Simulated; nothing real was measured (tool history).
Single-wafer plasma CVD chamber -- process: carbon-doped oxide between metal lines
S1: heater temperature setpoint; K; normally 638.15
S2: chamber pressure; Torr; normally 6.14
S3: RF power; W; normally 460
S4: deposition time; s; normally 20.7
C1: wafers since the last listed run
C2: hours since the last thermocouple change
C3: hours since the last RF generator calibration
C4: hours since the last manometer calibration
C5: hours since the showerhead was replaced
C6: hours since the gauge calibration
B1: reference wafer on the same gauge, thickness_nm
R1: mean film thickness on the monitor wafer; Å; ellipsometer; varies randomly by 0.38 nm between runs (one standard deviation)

Run 1, hour 0: usual settings; C1 0; C2 1249; C3 583.1; C4 1863.4; C5 2372; C6 2001.8; B1 79.054. Result: R1 964.8 Å.
Run 2, hour 225.1: usual settings; C1 4362; C2 1474.1; C3 808.2; C4 2088.5; C5 2597.1; C6 2226.9; B1 78.748. Result: R1 964.63 Å.
At hour 312.2: thermocouple changed; heater temperature recalibrated.
Run 3, hour 315.8: usual settings; C1 1602; C2 3.6; C3 898.9; C4 2179.2; C5 2687.8; C6 2317.6; B1 78.642. Result: R1 968.42 Å.
Run 4, hour 377.4: usual settings; C1 1193; C2 65.2; C3 960.5; C4 2240.8; C5 2749.4; C6 2379.2; B1 78.488. Result: R1 973.64 Å.
At hour 483.2: showerhead replaced.
Run 5, hour 483.7: usual settings but S2 6.7 Torr, S4 17.7 s; C1 1905; C2 171.5; C3 1066.8; C4 2347.1; C5 0.5; C6 2485.5; B1 78.372. Result: R1 832.76 Å.
Run 6, hour 551.6: usual settings but S3 485 W, S4 17 s; C1 1315; C2 239.4; C3 1134.7; C4 2415; C5 68.4; C6 2553.4; B1 78.281. Result: R1 815.07 Å.
Run 7, hour 590.1: usual settings but S2 4.61 Torr, S3 395 W, S4 21.9 s; C1 746; C2 277.9; C3 1173.2; C4 2453.5; C5 106.9; C6 2591.9; B1 78.23. Result: R1 922.14 Å.
Run 8, hour 662.4: usual settings but S2 5.1 Torr, S4 22.9 s; C1 1401; C2 350.2; C3 1245.5; C4 2525.8; C5 179.2; C6 2664.2; B1 78.182. Result: R1 1051.48 Å.
At hour 711.2: capacitance manometer re-zeroed and calibrated.
Run 9, hour 723.3: usual settings but S3 490 W, S4 22.9 s; C1 1025; C2 411.1; C3 1306.4; C4 12.1; C5 240.1; C6 2725.1; B1 77.981. Result: R1 1086.1 Å.
At hour 766.7: gauge calibrated.
Run 10, hour 953.8: usual settings but S2 7 Torr, S4 18.1 s; C1 4467; C2 641.6; C3 1536.9; C4 242.6; C5 470.6; C6 187.1; B1 79.935. Result: R1 870.89 Å.
Run 11, hour 1046.6: usual settings but S4 22.4 s; C1 1798; C2 734.4; C3 1629.7; C4 335.4; C5 563.4; C6 279.9; B1 80.003. Result: R1 1065.68 Å.
Run 12, hour 1153.2: usual settings but S1 623.15 K, S2 6.54 Torr, S3 535 W, S4 23.7 s; C1 2065; C2 841; C3 1736.3; C4 442; C5 670; C6 386.5; B1 79.934. Result: R1 1254.74 Å.
Run 13, hour 1318.7: usual settings; C1 3207; C2 1006.5; C3 1901.8; C4 607.5; C5 835.5; C6 552; B1 79.958. Result: R1 983.43 Å.
Run 14, hour 1414.8: usual settings but S1 633.15 K, S3 375 W, S4 17.4 s; C1 1862; C2 1102.6; C3 1997.9; C4 703.6; C5 931.6; C6 648.1; B1 79.862. Result: R1 764.34 Å.
Run 15, hour 1515.2: usual settings but S2 6.56 Torr, S3 370 W; C1 1945; C2 1203; C3 2098.3; C4 804; C5 1032; C6 748.5; B1 79.956. Result: R1 889.26 Å.
At hour 1563.3: RF generator calibrated.
Run 16, hour 1579.1: usual settings but S1 626.15 K, S2 5.54 Torr, S3 510 W, S4 18.3 s; C1 1083; C2 1266.9; C3 15.8; C4 867.9; C5 1095.9; C6 812.4; B1 79.832. Result: R1 931.09 Å.
Run 17, hour 1683.1: usual settings but S1 627.15 K, S2 5.22 Torr; C1 2015; C2 1370.9; C3 119.8; C4 971.9; C5 1199.9; C6 916.4; B1 79.743. Result: R1 1000.14 Å.
Run 18, hour 1753.6: usual settings but S2 6.9 Torr, S3 510 W; C1 1366; C2 1441.4; C3 190.3; C4 1042.4; C5 1270.4; C6 986.9; B1 79.819. Result: R1 1040.15 Å.
Run 19, hour 1827.4: usual settings but S1 630.15 K, S3 520 W; C1 1430; C2 1515.2; C3 264.1; C4 1116.2; C5 1344.2; C6 1060.7; B1 79.709. Result: R1 1055.61 Å.
At hour 1849.6: thermocouple changed; heater temperature recalibrated.
Run 20, hour 1897.2: usual settings; C1 1197; C2 47.6; C3 333.9; C4 1186; C5 1414; C6 1130.5; B1 79.684. Result: R1 982.36 Å.
Run 21, hour 1957.9: usual settings but S1 652.15 K, S2 5.63 Torr, S3 425 W, S4 22.9 s; C1 1176; C2 108.3; C3 394.6; C4 1246.7; C5 1474.7; C6 1191.2; B1 79.664. Result: R1 999.97 Å.
Run 22, hour 2054.6: usual settings but S2 6.82 Torr, S4 19.5 s; C1 1874; C2 205; C3 491.3; C4 1343.4; C5 1571.4; C6 1287.9; B1 79.477. Result: R1 923.77 Å.
Run 23, hour 2118.1: usual settings but S1 632.15 K, S2 6.56 Torr, S3 425 W, S4 19 s; C1 1230; C2 268.5; C3 554.8; C4 1406.9; C5 1634.9; C6 1351.4; B1 79.665. Result: R1 884.35 Å.

Run 24, settings as shown, results not yet in. Your forecast:
Run 24, hour 2175.9: usual settings; C1 1120; C2 326.3; C3 612.6; C4 1464.7; C5 1692.7; C6 1409.2; B1 ?. Result: R1 ?.

B1: 79.491
R1: 981 Å
Were there no unlogged condition in the tool, this run, its random variation unchanged, would have produced R1 988.48 Å.
